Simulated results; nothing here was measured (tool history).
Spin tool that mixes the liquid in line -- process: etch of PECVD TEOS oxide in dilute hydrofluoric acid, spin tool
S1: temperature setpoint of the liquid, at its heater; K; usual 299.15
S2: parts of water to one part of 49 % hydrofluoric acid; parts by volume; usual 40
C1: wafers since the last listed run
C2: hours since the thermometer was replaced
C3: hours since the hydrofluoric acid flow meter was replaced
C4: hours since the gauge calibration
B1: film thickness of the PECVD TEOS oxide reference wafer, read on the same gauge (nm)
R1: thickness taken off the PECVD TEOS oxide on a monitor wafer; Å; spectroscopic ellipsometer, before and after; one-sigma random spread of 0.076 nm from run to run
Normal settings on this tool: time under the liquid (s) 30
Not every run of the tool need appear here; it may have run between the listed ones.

Run 1, hour 0: usual settings but time under the liquid (s) 40; C1 0; C2 1351; C3 981.3; C4 428.9; B1 39.98. Result: R1 220.7 Å.
Run 2, hour 60.6: usual settings; C1 775; C2 1411.6; C3 1041.9; C4 489.5; B1 40. Result: R1 165.2 Å.
Run 3, hour 126: usual settings; C1 836; C2 1477; C3 1107.3; C4 554.9; B1 40. Result: R1 165.3 Å.
Run 4, hour 209.9: usual settings but S1 295.65 K, time under the liquid (s) 20; C1 1073; C2 1560.9; C3 1191.2; C4 638.8; B1 40. Result: R1 95 Å.
Run 5, hour 255.9: usual settings but S1 300.15 K; C1 588; C2 1606.9; C3 1237.2; C4 684.8; B1 40.03. Result: R1 170.7 Å.
At hour 283.4: gauge calibrated.
Run 6, hour 294.2: usual settings; C1 490; C2 1645.2; C3 1275.5; C4 10.8; B1 40. Result: R1 163.9 Å.
Run 7, hour 387.1: usual settings; C1 1188; C2 1738.1; C3 1368.4; C4 103.7; B1 40. Result: R1 162.5 Å.
Run 8, hour 474.9: usual settings but S2 35 parts by volume; C1 1123; C2 1825.9; C3 1456.2; C4 191.5; B1 40.02. Result: R1 188.7 Å.
Run 9, hour 534: usual settings but S1 296.15 K, S2 25 parts by volume, time under the liquid (s) 45; C1 756; C2 1885; C3 1515.3; C4 250.6; B1 39.99. Result: R1 348.7 Å.
At hour 562.5: thermometer replaced.
Run 10, hour 606.3: usual settings but S1 300.15 K; C1 912; C2 43.8; C3 1587.6; C4 322.9; B1 39.99. Result: R1 176.5 Å.
At hour 659.1: hydrofluoric acid flow meter replaced.
Run 11, hour 677.8: usual settings but S2 30 parts by volume, time under the liquid (s) 20; C1 902; C2 115.3; C3 18.7; C4 394.4; B1 40.02. Result: R1 159.2 Å.
Run 12, hour 901.8: usual settings but S1 301.65 K, S2 30 parts by volume, time under the liquid (s) 20; C1 2866; C2 339.3; C3 242.7; C4 618.4; B1 39.99. Result: R1 173.1 Å.
At hour 908.6: gauge calibrated.
Run 13, hour 988.7: usual settings but S1 301.65 K, S2 45 parts by volume; C1 1111; C2 426.2; C3 329.6; C4 80.1; B1 40. Result: R1 168.6 Å.
Run 14, hour 1035.5: usual settings; C1 598; C2 473; C3 376.4; C4 126.9; B1 39.98. Result: R1 174.1 Å.
Run 15, hour 1109.7: usual settings but S1 296.15 K; C1 949; C2 547.2; C3 450.6; C4 201.1; B1 40.03. Result: R1 152.5 Å.
Run 16, hour 1206.1: usual settings but S1 297.15 K; C1 1233; C2 643.6; C3 547; C4 297.5; B1 39.99. Result: R1 158.5 Å.

Forecast each of these 5 alternatives for the next run:
Run A, hour 1206.5: usual settings; C1 5; C2 644; C3 547.4; C4 297.9; B1 ?. Result: R1 ?.
Run B, hour 1206.5: usual settings but S1 297.15 K, time under the liquid (s) 20; C1 5; C2 644; C3 547.4; C4 297.9; B1 ?. Result: R1 ?.
Run C, hour 1206.5: usual settings but S1 296.65 K, S2 25 parts by volume; C1 5; C2 644; C3 547.4; C4 297.9; B1 ?. Result: R1 ?.
Run D, hour 1206.5: usual settings but S1 297.15 K, S2 30 parts by volume, time under the liquid (s) 15; C1 5; C2 644; C3 547.4; C4 297.9; B1 ?. Result: R1 ?.
Run E, hour 1206.5: usual settings but S2 50 parts by volume, time under the liquid (s) 45; C1 5; C2 644; C3 547.4; C4 297.9; B1 ?. Result: R1 ?.

run  B1     R1
  A  40  172.3
  B  40  105.7
  C  40  253.6
  D  40  107.2
  E  40  203.8
Stripped of hidden state, with their random variation kept, the same runs would have yielded:
run     R1
  A  178.2
  B  109.4
  C  262.3
  D  110.9
  E  210.8

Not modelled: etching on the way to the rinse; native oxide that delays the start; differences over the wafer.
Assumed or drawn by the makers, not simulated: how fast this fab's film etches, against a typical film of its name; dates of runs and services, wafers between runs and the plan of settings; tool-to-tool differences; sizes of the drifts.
